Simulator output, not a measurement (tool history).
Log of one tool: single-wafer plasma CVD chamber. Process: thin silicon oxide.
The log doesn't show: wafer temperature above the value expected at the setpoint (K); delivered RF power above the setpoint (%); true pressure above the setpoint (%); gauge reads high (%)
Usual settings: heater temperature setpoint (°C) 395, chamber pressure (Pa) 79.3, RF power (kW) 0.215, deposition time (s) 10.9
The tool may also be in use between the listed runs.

run	hour	heater temperature setpoint (°C)	chamber pressure (Pa)	RF power (kW)	deposition time (s)	wafers since the last listed run	hours since the last thermocouple change	hours since the last RF generator calibration	hours since the last manometer calibration	hours since the showerhead was replaced	hours since the gauge calibration	read-back reference wafer on the same gauge, thickness_nm	mean film thickness on the monitor wafer (angstrom)
1	0	395	79.3	0.215	10.9	0	1362.4	1293.6	2549.5	5691.4	1162.4	15.304	127.03
2	22.6	395	79.3	0.215	10.9	659	1385	1316.2	2572.1	5714	1185	15.284	127.19
# hour 89.8: gauge calibrated
3	113.2	395	79.3	0.215	10.9	2645	1475.6	1406.8	2662.7	5804.6	23.4	15.311	126.57
# hour 151.7: showerhead replaced, of another model than before
# hour 159.9: capacitance manometer re-zeroed and calibrated
4	160.4	398	79.3	0.215	10.9	910	1522.8	1454	0.5	8.7	70.6	15.32	123.93
5	183.3	389	62.5	0.195	10	668	1545.7	1476.9	23.4	31.6	93.5	15.301	95.01
6	212.8	395	63.9	0.255	12.1	861	1575.2	1506.4	52.9	61.1	123	15.256	145.81
7	237.6	395	92.3	0.215	9.1	724	1600	1531.2	77.7	85.9	147.8	15.333	109.78
8	263.3	395	79.3	0.215	10.9	750	1625.7	1556.9	103.4	111.6	173.5	15.344	124.75
9	296.7	389	62.5	0.195	10	975	1659.1	1590.3	136.8	145	206.9	15.302	95.03
10	328.8	395	79.3	0.215	10.9	937	1691.2	1622.4	168.9	177.1	239	15.322	124.32
11	359.4	395	79.3	0.215	10.9	893	1721.8	1653	199.5	207.7	269.6	15.311	124.08
12	380.9	405	79.3	0.215	10.9	627	1743.3	1674.5	221	229.2	291.1	15.302	123.2
13	394.7	395	79.3	0.215	10.9	402	1757.1	1688.3	234.8	243	304.9	15.283	123.04
14	420.6	395	79.3	0.215	10.9	756	1783	1714.2	260.7	268.9	330.8	15.3	123.35
# hour 431.3: thermocouple changed; heater temperature recalibrated
15	443.7	405	86.8	0.195	9.9	440	12.4	1737.3	283.8	292	353.9	15.281	104.79
16	516.3	382	97.7	0.26	10.3	2119	85	1809.9	356.4	364.6	426.5	15.292	147.3
# hour 526.5: RF generator calibrated
17	529.4	395	79.3	0.215	10.9	148	98.1	2.9	369.5	377.7	439.6	15.314	129.33
18	544.1	383	79.3	0.215	10.1	429	112.8	17.6	384.2	392.4	454.3	15.282	118.16
19	566.7	395	79.3	0.215	10.9	659	135.4	40.2	406.8	415	476.9	15.291	128.17
20	586.6	385	67.7	0.255	10	581	155.3	60.1	426.7	434.9	496.8	15.313	125.81
21	617.6	395	79.3	0.235	10.9	905	186.3	91.1	457.7	465.9	527.8	15.303	137.22
22	640.2	399	79.3	0.215	10.9	659	208.9	113.7	480.3	488.5	550.4	15.316	127.06
23	676.1	409	79.3	0.255	10.9	1048	244.8	149.6	516.2	524.4	586.3	15.303	144.59
24	695.6	401	79.3	0.215	12.7	569	264.3	169.1	535.7	543.9	605.8	15.325	149.43
25	724.1	401	60.8	0.215	9.9	832	292.8	197.6	564.2	572.4	634.3	15.29	104.57
26	758.8	404	84.5	0.25	12	1013	327.5	232.3	598.9	607.1	669	15.306	163.2
27	793.2	409	79.3	0.215	9.7	1004	361.9	266.7	633.3	641.5	703.4	15.3	112.45

Measured less the same run without the tool's hidden state. The same run-to-run variation is in both; the gauge's scatter may not be:
run	mean film thickness on the monitor wafer (angstrom)
1	-2.21
2	-2.29
3	-2.62
4	-4.47
5	-3.72
6	-4.92
7	-4.42
8	-5.21
9	-4.37
10	-5.67
11	-5.88
12	-6.01
13	-6.11
14	-6.33
15	-5.87
16	-7.28
17	-0.82
18	-0.75
19	-0.81
20	-0.72
21	-0.89
22	-0.83
23	-0.87
24	-1.01
25	-0.72
26	-1.08
27	-0.84
